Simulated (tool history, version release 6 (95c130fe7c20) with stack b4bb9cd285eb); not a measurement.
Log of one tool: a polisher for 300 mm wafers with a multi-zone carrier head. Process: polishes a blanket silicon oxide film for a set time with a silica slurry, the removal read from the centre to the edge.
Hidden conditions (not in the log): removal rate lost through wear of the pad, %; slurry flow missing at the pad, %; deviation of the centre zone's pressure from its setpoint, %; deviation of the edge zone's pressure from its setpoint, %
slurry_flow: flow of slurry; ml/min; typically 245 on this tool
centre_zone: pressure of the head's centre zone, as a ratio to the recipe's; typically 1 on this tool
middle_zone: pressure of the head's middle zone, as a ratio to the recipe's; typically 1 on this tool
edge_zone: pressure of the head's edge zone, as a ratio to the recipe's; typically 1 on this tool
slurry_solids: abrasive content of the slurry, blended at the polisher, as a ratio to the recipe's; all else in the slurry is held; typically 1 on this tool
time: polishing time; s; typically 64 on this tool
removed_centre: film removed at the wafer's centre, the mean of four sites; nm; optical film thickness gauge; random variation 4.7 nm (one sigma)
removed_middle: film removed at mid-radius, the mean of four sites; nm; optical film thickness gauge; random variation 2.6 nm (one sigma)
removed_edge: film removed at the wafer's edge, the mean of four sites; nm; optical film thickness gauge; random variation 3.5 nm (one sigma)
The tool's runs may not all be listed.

| run | day | slurry_flow | centre_zone | middle_zone | edge_zone | slurry_solids | time | wafers since the last listed run | wafers polished on this pad | hours since the slurry nozzle was cleaned | hours since the centre zone pressure was calibrated | hours since the edge zone pressure was calibrated | hours since the carrier head's membrane was replaced | incoming thickness of the incoming film, nm | removed_centre | removed_middle | removed_edge |
|---|---|---|---|---|---|---|---|---|---|---|---|---|---|---|---|---|---|
| 1 | 0 | 245 | 1 | 0.96 | 1 | 1 | 64 | 0 | 176 | 383.7 | 1336.2 | 791.8 | 569.4 | 859.4 | 321.3 | 309.8 | 307.7 |
| 2 | 0.721 | 245 | 1 | 0.96 | 1 | 1 | 64 | 114 | 290 | 401 | 1353.5 | 809.1 | 586.7 | 863.4 | 323.2 | 308.5 | 312.9 |
| 3 | 1.042 | 245 | 1 | 0.96 | 1 | 1 | 64 | 50 | 341 | 408.7 | 1361.2 | 816.8 | 594.4 | 879 | 322.9 | 309.5 | 315.4 |
| 4 | 1.338 | 245 | 0.95 | 1 | 1 | 1 | 64 | 46 | 388 | 415.8 | 1368.3 | 823.9 | 601.5 | 865.9 | 308 | 311.2 | 305 |
| 5 | 1.767 | 190 | 1 | 1 | 0.94 | 1 | 64 | 68 | 456 | 426.1 | 1378.6 | 834.2 | 611.8 | 871.4 | 304.9 | 301.5 | 286.5 |
| 6 | 2.083 | 200 | 1 | 1 | 1 | 1 | 64 | 50 | 506 | 433.7 | 1386.2 | 841.8 | 619.4 | 874.9 | 309.7 | 297.9 | 295.5 |
| 7 | 2.654 | 245 | 1 | 1 | 1 | 1.2 | 64 | 90 | 597 | 447.4 | 1399.9 | 855.5 | 633.1 | 860.9 | 335.4 | 330.4 | 325.1 |
|  | 3.112 | edge zone pressure recalibrated |
| 8 | 3.358 | 220 | 1 | 1 | 1 | 1 | 56 | 98 | 695 | 464.3 | 1416.8 | 5.9 | 650 | 876.2 | 270 | 253 | 255.8 |
| 9 | 3.65 | 245 | 1 | 1 | 1 | 1 | 64 | 46 | 741 | 471.3 | 1423.8 | 12.9 | 657 | 878.4 | 300.5 | 295.3 | 291.7 |
| 10 | 4.254 | 245 | 1 | 1 | 1 | 1.2 | 74 | 95 | 837 | 485.8 | 1438.3 | 27.4 | 671.5 | 864.6 | 381 | 358.9 | 357.6 |
|  | 4.433 | slurry nozzle cleaned |
|  | 4.633 | worn pad replaced by a new one |
| 11 | 4.654 | 245 | 1 | 1 | 1 | 1 | 64 | 30 | 3 | 5.3 | 1447.9 | 37 | 681.1 | 870.3 | 326.3 | 322.1 | 314.5 |
| 12 | 5.262 | 205 | 1 | 1 | 1 | 1 | 64 | 96 | 100 | 19.9 | 1462.5 | 51.6 | 695.7 | 858.3 | 315.1 | 310.3 | 308.4 |
|  | 5.417 | centre zone pressure recalibrated |
| 13 | 5.9 | 195 | 1 | 1 | 1 | 1 | 64 | 87 | 187 | 35.2 | 11.6 | 66.9 | 711 | 875.9 | 309.5 | 306.9 | 302.6 |
|  | 6.725 | carrier head's membrane replaced by a new one |
| 14 | 6.746 | 200 | 1 | 0.9 | 1 | 1 | 64 | 101 | 288 | 55.5 | 31.9 | 87.2 | 0.5 | 863.6 | 320.5 | 284.8 | 306.1 |
| 15 | 6.821 | 185 | 1 | 1 | 1 | 1 | 45 | 11 | 300 | 57.3 | 33.7 | 89 | 2.3 | 889.5 | 217.1 | 212.1 | 208.6 |
| 16 | 7.521 | 245 | 1 | 1 | 1.06 | 1 | 64 | 110 | 411 | 74.1 | 50.5 | 105.8 | 19.1 | 861.7 | 316 | 317 | 308.4 |
| 17 | 7.796 | 245 | 1 | 1 | 1.06 | 1 | 43 | 43 | 455 | 80.7 | 57.1 | 112.4 | 25.7 | 863.2 | 210.6 | 208.1 | 210.5 |
| 18 | 8.446 | 270 | 1 | 0.96 | 1 | 1 | 75 | 103 | 558 | 96.3 | 72.7 | 128 | 41.3 | 858.4 | 379.9 | 345.5 | 350.8 |
| 19 | 9.112 | 245 | 0.94 | 1.11 | 1 | 1.2 | 51 | 105 | 663 | 112.3 | 88.7 | 144 | 57.3 | 878.1 | 245.4 | 279.9 | 253.3 |
| 20 | 9.562 | 245 | 0.94 | 1.11 | 1 | 1.2 | 51 | 71 | 735 | 123.1 | 99.5 | 154.8 | 68.1 | 879.8 | 242.3 | 275.2 | 243.7 |
|  | 10.104 | worn pad replaced by a new one |
| 21 | 10.125 | 245 | 0.93 | 1 | 1 | 1 | 64 | 62 | 3 | 136.6 | 113 | 168.3 | 81.6 | 860.4 | 308.8 | 318.1 | 314.2 |
| 22 | 10.421 | 245 | 1 | 1 | 1 | 1 | 84 | 46 | 50 | 143.7 | 120.1 | 175.4 | 88.7 | 861.4 | 422 | 419.3 | 411.9 |

Forecast each of these 4 alternatives for the next run:
| A | 10.438 | 245 | 1 | 1 | 1 | 1 | 64 | 2 | 52 | 144.1 | 120.5 | 175.8 | 89.1 | 869.4 | ? | ? | ? |
| B | 10.438 | 245 | 1 | 1 | 0.93 | 1 | 64 | 2 | 52 | 144.1 | 120.5 | 175.8 | 89.1 | 869.4 | ? | ? | ? |
| C | 10.438 | 245 | 1 | 1 | 0.94 | 1.2 | 64 | 2 | 52 | 144.1 | 120.5 | 175.8 | 89.1 | 869.4 | ? | ? | ? |
| D | 10.438 | 270 | 1 | 1 | 1 | 1.3 | 64 | 2 | 52 | 144.1 | 120.5 | 175.8 | 89.1 | 869.4 | ? | ? | ? |

| run | removed_centre | removed_middle | removed_edge |
|---|---|---|---|
| A | 323.2 | 317 | 308.1 |
| B | 323.2 | 317 | 297.6 |
| C | 351.7 | 345 | 325.6 |
| D | 368.7 | 361.2 | 350 |
With no hidden state in the tool, these same runs would have given:
| run | removed_centre | removed_middle | removed_edge |
|---|---|---|---|
| A | 329.7 | 323.4 | 314.3 |
| B | 329.7 | 323.4 | 303.6 |
| C | 358.8 | 352 | 332.1 |
| D | 376.1 | 368.4 | 357 |
